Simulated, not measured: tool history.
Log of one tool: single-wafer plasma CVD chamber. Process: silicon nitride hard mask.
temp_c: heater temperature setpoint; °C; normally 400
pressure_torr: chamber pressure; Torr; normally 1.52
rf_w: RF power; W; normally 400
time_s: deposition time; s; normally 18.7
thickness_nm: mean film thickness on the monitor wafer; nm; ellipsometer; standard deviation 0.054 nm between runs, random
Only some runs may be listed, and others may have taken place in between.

run     day  temp_c  pressure_torr  rf_w  time_s  read-back reference wafer on the same gauge, thickness_nm  thickness_nm
  1   0.000     400           1.34   400    17.9                                                     29.297        23.885
  2   0.679     400           1.34   400    17.9                                                     29.301        23.936
  3   1.342     400           1.67   400    18.7                                                     29.290        26.362
      1.808  -- RF generator calibrated
  4   1.875     400           1.67   400    18.7                                                     29.293        26.384
  5   2.212     400           1.67   400    18.7                                                     29.300        26.357
      3.154  -- capacitance manometer re-zeroed and calibrated
  6   3.175     400           1.52   340    18.7                                                     29.301        23.755
  7   3.188     393           1.67   345    20.3                                                     29.302        26.678
  8   3.642     400           1.35   400    17.1                                                     29.308        23.343
  9   3.908     400           1.52   435    20.0                                                     29.304        29.492
 10   4.421     414           1.77   400    18.7                                                     29.293        27.161
 11   4.912     400           1.52   400    22.0                                                     29.298        30.899
 12   5.608     400           1.52   400    15.0                                                     29.305        20.959
      5.975  -- showerhead replaced
 13   5.996     411           1.29   345    17.6                                                     29.293        21.513
 14   6.392     407           1.71   340    15.4                                                     29.306        19.991
      6.708  -- gauge calibrated
 15   6.833     400           1.52   400    18.7                                                     29.303        26.125
 16   7.512     400           1.52   400    18.7                                                     29.303        26.164
 17   8.058     400           1.52   400    18.7                                                     29.307        26.193
 18   8.371     400           1.52   460    16.9                                                     29.295        25.681
 19   8.967     387           1.52   400    18.7                                                     29.304        26.261
 20   9.412     400           1.52   400    18.7                                                     29.301        26.240
 21   9.921     400           1.52   400    18.7                                                     29.306        26.048
 22  10.400     400           1.52   425    18.7                                                     29.307        27.048
 23  10.821     413           1.52   400    18.7                                                     29.287        26.002
 24  11.475     409           1.21   475    18.7                                                     29.304        27.248
 25  12.025     400           1.84   400    18.7                                                     29.296        27.200
 26  12.379     391           1.52   400    18.7                                                     29.305        26.183
 27  13.129     415           1.18   350    18.7                                                     29.298        22.405
 28  13.417     400           1.52   400    18.7                                                     29.303        26.051
 29  13.750     400           1.52   400    18.7                                                     29.300        25.975

Predict each of these 4 candidate next runs independently; none follows another, all start after run 29:
  A  13.767     400           1.52   470    18.7                                                          ?             ?
  B  13.767     400           1.19   400    18.7                                                          ?             ?
  C  13.767     414           1.29   365    18.7                                                          ?             ?
  D  13.767     400           1.84   350    21.8                                                          ?             ?

run  read-back reference wafer on the same gauge, thickness_nm  thickness_nm
  A                                                     29.297        28.631
  B                                                     29.297        24.548
  C                                                     29.297        23.521
  D                                                     29.297        29.237
Take away the tool's hidden state, keep each run's random variation, and the runs would have read:
run  thickness_nm
  A        28.869
  B        24.763
  C        23.728
  D        29.467
